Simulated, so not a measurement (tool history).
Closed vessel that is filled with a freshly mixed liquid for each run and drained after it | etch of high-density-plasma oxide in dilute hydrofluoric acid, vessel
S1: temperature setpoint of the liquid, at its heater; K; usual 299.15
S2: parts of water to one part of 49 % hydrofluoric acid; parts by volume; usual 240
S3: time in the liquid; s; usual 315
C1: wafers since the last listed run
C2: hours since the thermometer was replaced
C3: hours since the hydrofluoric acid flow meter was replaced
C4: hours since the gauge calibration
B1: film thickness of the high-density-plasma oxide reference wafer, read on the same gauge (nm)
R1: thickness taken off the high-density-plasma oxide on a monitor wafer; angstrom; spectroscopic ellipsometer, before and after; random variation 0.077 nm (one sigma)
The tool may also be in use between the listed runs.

| run | hour | S1 | S2 | S3 | C1 | C2 | C3 | C4 | B1 | R1 |
|---|---|---|---|---|---|---|---|---|---|---|
| 1 | 0 | 299.15 | 240 | 315 | 0 | 728.7 | 258.7 | 380.7 | 40.02 | 93.7 |
| 2 | 18.4 | 299.15 | 240 | 185 | 1148 | 747.1 | 277.1 | 399.1 | 40.06 | 54.9 |
| 3 | 39.6 | 299.15 | 240 | 185 | 1323 | 768.3 | 298.3 | 420.3 | 40.01 | 54.5 |
|  | 57.5 | gauge calibrated |
| 4 | 70.5 | 299.15 | 240 | 185 | 1928 | 799.2 | 329.2 | 13 | 39.98 | 55.4 |
| 5 | 92.7 | 302.65 | 240 | 315 | 1385 | 821.4 | 351.4 | 35.2 | 40.02 | 105.5 |
| 6 | 127.3 | 302.65 | 240 | 315 | 2159 | 856 | 386 | 69.8 | 39.96 | 105.8 |
| 7 | 146.3 | 295.65 | 240 | 315 | 1186 | 875 | 405 | 88.8 | 40 | 81.8 |
| 8 | 169.6 | 295.65 | 240 | 315 | 1454 | 898.3 | 428.3 | 112.1 | 40.04 | 81.1 |
| 9 | 272.3 | 299.15 | 205 | 405 | 6411 | 1001 | 531 | 214.8 | 39.99 | 145.2 |
| 10 | 300.9 | 298.15 | 240 | 375 | 1785 | 1029.6 | 559.6 | 243.4 | 39.99 | 108.1 |
|  | 307.6 | thermometer replaced |
| 11 | 312.9 | 298.15 | 240 | 375 | 686 | 5.3 | 571.6 | 255.4 | 39.98 | 105.6 |
| 12 | 338.7 | 299.15 | 155 | 315 | 1610 | 31.1 | 597.4 | 281.2 | 40.02 | 159.8 |
| 13 | 364.3 | 299.15 | 240 | 475 | 1598 | 56.7 | 623 | 306.8 | 40.02 | 139.5 |
| 14 | 382.4 | 296.15 | 160 | 140 | 1129 | 74.8 | 641.1 | 324.9 | 40.01 | 60.9 |
| 15 | 402.6 | 299.15 | 345 | 315 | 1261 | 95 | 661.3 | 345.1 | 40 | 58.5 |
| 16 | 430.8 | 299.15 | 180 | 460 | 1760 | 123.2 | 689.5 | 373.3 | 39.99 | 194.2 |
|  | 435.3 | hydrofluoric acid flow meter replaced |
|  | 436.9 | gauge calibrated |
| 17 | 442.9 | 299.15 | 240 | 435 | 692 | 135.3 | 7.6 | 6 | 39.98 | 127.3 |
| 18 | 458.1 | 302.65 | 240 | 315 | 948 | 150.5 | 22.8 | 21.2 | 39.97 | 105.3 |
| 19 | 487.6 | 299.15 | 240 | 315 | 1841 | 180 | 52.3 | 50.7 | 40.02 | 92.5 |
| 20 | 522.8 | 300.65 | 240 | 260 | 2197 | 215.2 | 87.5 | 85.9 | 40.03 | 79.8 |
| 21 | 542.2 | 299.15 | 240 | 315 | 1211 | 234.6 | 106.9 | 105.3 | 40 | 93.2 |
| 22 | 556.9 | 299.15 | 165 | 145 | 917 | 249.3 | 121.6 | 120 | 40 | 69 |
| 23 | 571.8 | 299.15 | 240 | 385 | 930 | 264.2 | 136.5 | 134.9 | 40.01 | 115 |

5 ways to go on from here, each from the tool as it stands after run 23. What would each give?
| A | 572.5 | 299.15 | 240 | 440 | 43 | 264.9 | 137.2 | 135.6 | ? | ? |
| B | 572.5 | 299.15 | 130 | 150 | 43 | 264.9 | 137.2 | 135.6 | ? | ? |
| C | 572.5 | 300.65 | 240 | 480 | 43 | 264.9 | 137.2 | 135.6 | ? | ? |
| D | 572.5 | 299.15 | 240 | 375 | 43 | 264.9 | 137.2 | 135.6 | ? | ? |
| E | 572.5 | 296.65 | 325 | 160 | 43 | 264.9 | 137.2 | 135.6 | ? | ? |

| run | B1 | R1 |
|---|---|---|
| A | 39.95 | 128.2 |
| B | 39.95 | 91.5 |
| C | 39.95 | 147.3 |
| D | 39.95 | 109.2 |
| E | 39.95 | 29 |
Without the tool's hidden state the same runs would have given:
| run | R1 |
|---|---|
| A | 128.2 |
| B | 91.5 |
| C | 147.3 |
| D | 109.2 |
| E | 29 |

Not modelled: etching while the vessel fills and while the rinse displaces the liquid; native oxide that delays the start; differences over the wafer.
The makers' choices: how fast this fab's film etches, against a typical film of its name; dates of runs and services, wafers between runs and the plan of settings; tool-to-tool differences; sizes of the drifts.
